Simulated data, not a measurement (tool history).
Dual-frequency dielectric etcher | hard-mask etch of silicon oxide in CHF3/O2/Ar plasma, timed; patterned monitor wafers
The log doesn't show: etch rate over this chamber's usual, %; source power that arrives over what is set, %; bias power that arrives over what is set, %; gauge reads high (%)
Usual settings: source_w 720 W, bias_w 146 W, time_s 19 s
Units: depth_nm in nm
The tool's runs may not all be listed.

run	day	source_w	bias_w	time_s	wafers since the last listed run	hours since the last wet clean	hours since the last source power generator calibration	hours since the last bias power generator calibration	hours since the last upper electrode change	hours since the gauge calibration	read-back reference wafer on the same gauge, depth_nm	depth_nm
1	0	720	146	19	0	276.8	2503.3	2643.8	4768.8	290.7	38.39	39.16
2	0.579	720	146	19	127	290.7	2517.2	2657.7	4782.7	304.6	38.4	39.09
3	1.804	720	146	19	270	320.1	2546.6	2687.1	4812.1	334	38.41	38.99
4	2.942	720	146	19	250	347.4	2573.9	2714.4	4839.4	361.3	38.4	38.93
5	3.654	720	146	19	157	364.5	2591	2731.5	4856.5	378.4	38.4	38.96
6	5.058	720	146	19	309	398.2	2624.7	2765.2	4890.2	412.1	38.41	38.95
# day 5.333: gauge calibrated
7	5.696	720	122	19	140	413.5	2640	2780.5	4905.5	8.7	38.43	36.9
8	6.983	720	122	19	284	444.4	2670.9	2811.4	4936.4	39.6	38.38	36.79
9	7.833	720	146	19	187	464.8	2691.3	2831.8	4956.8	60	38.41	38.84
10	9.183	720	173	24	297	497.2	2723.7	2864.2	4989.2	92.4	38.39	51.47
# day 11.179: upper electrode replaced
11	11.2	720	146	19	224	545.6	2772.1	2912.6	0.5	140.8	38.4	38.64
12	11.212	720	177	14.5	2	545.9	2772.4	2912.9	0.8	141.1	38.42	31.26
# day 12.383: bias power generator calibrated
# day 13.075: wet clean of the chamber
13	13.096	830	134	17	226	0.5	2817.6	17.1	46	186.3	38.39	36.69
14	13.258	900	114	21	35	4.4	2821.5	21	49.9	190.2	38.41	44.68
# day 13.683: source power generator calibrated
15	14.642	670	179	13.5	268	37.6	23	54.2	83.1	223.4	38.4	29.24
16	15.992	720	146	19	297	70	55.4	86.6	115.5	255.8	38.4	39.67
17	16.575	870	163	22	128	84	69.4	100.6	129.5	269.8	38.39	51.11
18	17.129	780	181	19	122	97.3	82.7	113.9	142.8	283.1	38.39	43.71

Forecast each of these 5 alternatives for the next run:
A	17.146	720	146	19	3	97.7	83.1	114.3	143.2	283.5	?	?
B	17.146	830	173	19	3	97.7	83.1	114.3	143.2	283.5	?	?
C	17.146	870	122	16.5	3	97.7	83.1	114.3	143.2	283.5	?	?
D	17.146	540	160	23.5	3	97.7	83.1	114.3	143.2	283.5	?	?
E	17.146	770	157	17.5	3	97.7	83.1	114.3	143.2	283.5	?	?

run	read-back reference wafer on the same gauge, depth_nm	depth_nm
A	38.39	39.7
B	38.39	44.2
C	38.39	35.24
D	38.39	45.18
E	38.39	38.37
Without the tool's hidden state the same runs would have given:
run	depth_nm
A	39.72
B	44.22
C	35.25
D	45.2
E	38.39
